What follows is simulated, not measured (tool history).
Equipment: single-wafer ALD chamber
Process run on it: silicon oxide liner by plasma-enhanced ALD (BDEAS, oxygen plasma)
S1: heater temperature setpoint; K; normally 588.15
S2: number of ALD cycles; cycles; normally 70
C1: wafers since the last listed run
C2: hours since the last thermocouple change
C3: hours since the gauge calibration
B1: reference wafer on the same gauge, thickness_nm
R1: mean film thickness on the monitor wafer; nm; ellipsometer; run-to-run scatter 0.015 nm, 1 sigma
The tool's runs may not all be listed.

run 1 day=0.000 | S1=588.15 S2=67 | C1=0 C2=1331.0 C3=380.8 | B1=6.140 | R1=5.753
run 2 day=0.804 | S1=596.15 S2=67 | C1=63 C2=1350.3 C3=400.1 | B1=6.138 | R1=5.666
run 3 day=1.896 | S1=588.15 S2=70 | C1=86 C2=1376.5 C3=426.3 | B1=6.138 | R1=5.955
run 4 day=3.142 | S1=588.15 S2=70 | C1=98 C2=1406.4 C3=456.2 | B1=6.139 | R1=6.001
run 5 day=4.354 | S1=588.15 S2=70 | C1=96 C2=1435.5 C3=485.3 | B1=6.138 | R1=6.010
run 6 day=5.346 | S1=595.15 S2=70 | C1=78 C2=1459.3 C3=509.1 | B1=6.139 | R1=5.919
run 7 day=6.304 | S1=595.15 S2=70 | C1=75 C2=1482.3 C3=532.1 | B1=6.139 | R1=5.946
run 8 day=7.225 | S1=588.15 S2=70 | C1=72 C2=1504.4 C3=554.2 | B1=6.139 | R1=6.004
run 9 day=8.229 | S1=588.15 S2=70 | C1=79 C2=1528.5 C3=578.3 | B1=6.139 | R1=5.957
run 10 day=8.804 | S1=588.15 S2=70 | C1=45 C2=1542.3 C3=592.1 | B1=6.140 | R1=5.999
run 11 day=9.746 | S1=588.15 S2=70 | C1=74 C2=1564.9 C3=614.7 | B1=6.139 | R1=6.015
run 12 day=10.304 | S1=588.15 S2=70 | C1=44 C2=1578.3 C3=628.1 | B1=6.145 | R1=5.948
run 13 day=11.346 | S1=598.15 S2=65 | C1=82 C2=1603.3 C3=653.1 | B1=6.139 | R1=5.485
run 14 day=12.633 | S1=577.15 S2=60 | C1=102 C2=1634.2 C3=684.0 | B1=6.142 | R1=5.212
run 15 day=14.092 | S1=595.15 S2=70 | C1=115 C2=1669.2 C3=719.0 | B1=6.140 | R1=5.935
run 16 day=14.725 | S1=588.15 S2=70 | C1=50 C2=1684.4 C3=734.2 | B1=6.141 | R1=5.994
-- day=15.050 gauge calibrated
run 17 day=16.150 | S1=598.15 S2=83 | C1=112 C2=1718.6 C3=26.4 | B1=6.141 | R1=6.980
run 18 day=17.150 | S1=588.15 S2=70 | C1=79 C2=1742.6 C3=50.4 | B1=6.139 | R1=5.985
run 19 day=18.108 | S1=582.15 S2=83 | C1=75 C2=1765.6 C3=73.4 | B1=6.138 | R1=7.151
-- day=19.688 thermocouple changed; heater temperature recalibrated
run 20 day=19.708 | S1=596.15 S2=78 | C1=100 C2=0.5 C3=111.8 | B1=6.140 | R1=6.561
run 21 day=22.808 | S1=578.15 S2=59 | C1=245 C2=74.9 C3=186.2 | B1=6.138 | R1=5.109
run 22 day=23.996 | S1=581.15 S2=70 | C1=94 C2=103.4 C3=214.7 | B1=6.144 | R1=6.072
run 23 day=24.804 | S1=588.15 S2=70 | C1=64 C2=122.8 C3=234.1 | B1=6.142 | R1=5.995
run 24 day=25.862 | S1=603.15 S2=59 | C1=83 C2=148.2 C3=259.5 | B1=6.141 | R1=4.941
run 25 day=26.938 | S1=598.15 S2=60 | C1=85 C2=174.0 C3=285.3 | B1=6.139 | R1=5.046

Across each entry between runs, compare the hidden state at the last listed run before it with the hidden state at the first listed run after it:
Between runs 16 and 17: gauge calibrated (day 15.050)
  no difference in the tool's unlogged condition between these two runs
Between runs 19 and 20: thermocouple changed; heater temperature recalibrated (day 19.688)
  no difference in the tool's unlogged condition between these two runs

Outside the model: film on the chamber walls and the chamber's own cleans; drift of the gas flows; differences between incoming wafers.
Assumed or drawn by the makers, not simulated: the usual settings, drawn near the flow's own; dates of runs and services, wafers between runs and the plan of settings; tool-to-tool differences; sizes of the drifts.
